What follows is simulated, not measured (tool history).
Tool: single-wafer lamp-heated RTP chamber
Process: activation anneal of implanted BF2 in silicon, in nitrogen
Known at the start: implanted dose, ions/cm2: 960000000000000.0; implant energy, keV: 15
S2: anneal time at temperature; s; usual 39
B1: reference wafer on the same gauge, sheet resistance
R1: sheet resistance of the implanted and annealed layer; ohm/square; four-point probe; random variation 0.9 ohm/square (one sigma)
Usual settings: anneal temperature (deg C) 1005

{"run": 1, "hour": 0.0, "anneal temperature (deg C)": 998, "S2": 29, "B1": 170.12, "R1": 210.34}
{"run": 2, "hour": 10.4, "anneal temperature (deg C)": 998, "S2": 29, "B1": 169.63, "R1": 208.34}
{"run": 3, "hour": 20.2, "anneal temperature (deg C)": 998, "S2": 29, "B1": 169.89, "R1": 209.88}
{"run": 4, "hour": 31.5, "anneal temperature (deg C)": 997, "S2": 39, "B1": 170.05, "R1": 202.43}
{"run": 5, "hour": 38.2, "anneal temperature (deg C)": 997, "S2": 39, "B1": 170.08, "R1": 200.98}
{"run": 6, "hour": 46.3, "anneal temperature (deg C)": 997, "S2": 39, "B1": 170.02, "R1": 201.58}
{"run": 7, "hour": 54.7, "anneal temperature (deg C)": 1005, "S2": 33, "B1": 169.85, "R1": 194.24}
{"run": 8, "hour": 79.3, "anneal temperature (deg C)": 1005, "S2": 39, "B1": 169.65, "R1": 188.81}
{"run": 9, "hour": 87.9, "anneal temperature (deg C)": 1005, "S2": 39, "B1": 170.02, "R1": 189.53}
{"run": 10, "hour": 103.8, "anneal temperature (deg C)": 1005, "S2": 39, "B1": 170.06, "R1": 188.38}
{"run": 11, "hour": 120.6, "anneal temperature (deg C)": 1005, "S2": 39, "B1": 170.09, "R1": 188.3}
{"run": 12, "hour": 138.9, "anneal temperature (deg C)": 980, "S2": 22, "B1": 169.93, "R1": 258.11}
{"run": 13, "hour": 148.3, "anneal temperature (deg C)": 996, "S2": 54, "B1": 169.79, "R1": 191.15}
{"run": 14, "hour": 164.9, "anneal temperature (deg C)": 1005, "S2": 39, "B1": 170.04, "R1": 188.93}
{"run": 15, "hour": 179.6, "anneal temperature (deg C)": 1013, "S2": 22, "B1": 170.14, "R1": 196.88}
{"run": 16, "hour": 187.4, "anneal temperature (deg C)": 1034, "S2": 46, "B1": 169.9, "R1": 157.75}
{"run": 17, "hour": 195.0, "anneal temperature (deg C)": 1015, "S2": 54, "B1": 169.85, "R1": 168.98}
{"run": 18, "hour": 207.0, "anneal temperature (deg C)": 985, "S2": 27, "B1": 169.99, "R1": 239.45}
{"run": 19, "hour": 217.2, "anneal temperature (deg C)": 1005, "S2": 22, "B1": 169.97, "R1": 211.71}
{"run": 20, "hour": 232.8, "anneal temperature (deg C)": 980, "S2": 47, "B1": 170.2, "R1": 225.27}
{"run": 21, "hour": 243.7, "anneal temperature (deg C)": 1005, "S2": 39, "B1": 169.91, "R1": 188.22}
{"run": 22, "hour": 258.5, "anneal temperature (deg C)": 1005, "S2": 39, "B1": 169.95, "R1": 190.2}
{"run": 23, "hour": 270.6, "anneal temperature (deg C)": 995, "S2": 39, "B1": 170.17, "R1": 204.85}

Taken out of this log: 3 entries between the listed runs. Where each belongs, and how the hidden state differs across it:
Between runs 11 and 12: pyrometer window cleaned and pyrometer calibrated (hour 138.4)
  no hidden state differs between the two runs
Between runs 14 and 15: gauge calibrated (hour 167.3); reflector plate cleaned (hour 179.3)
  no hidden state differs between the two runs

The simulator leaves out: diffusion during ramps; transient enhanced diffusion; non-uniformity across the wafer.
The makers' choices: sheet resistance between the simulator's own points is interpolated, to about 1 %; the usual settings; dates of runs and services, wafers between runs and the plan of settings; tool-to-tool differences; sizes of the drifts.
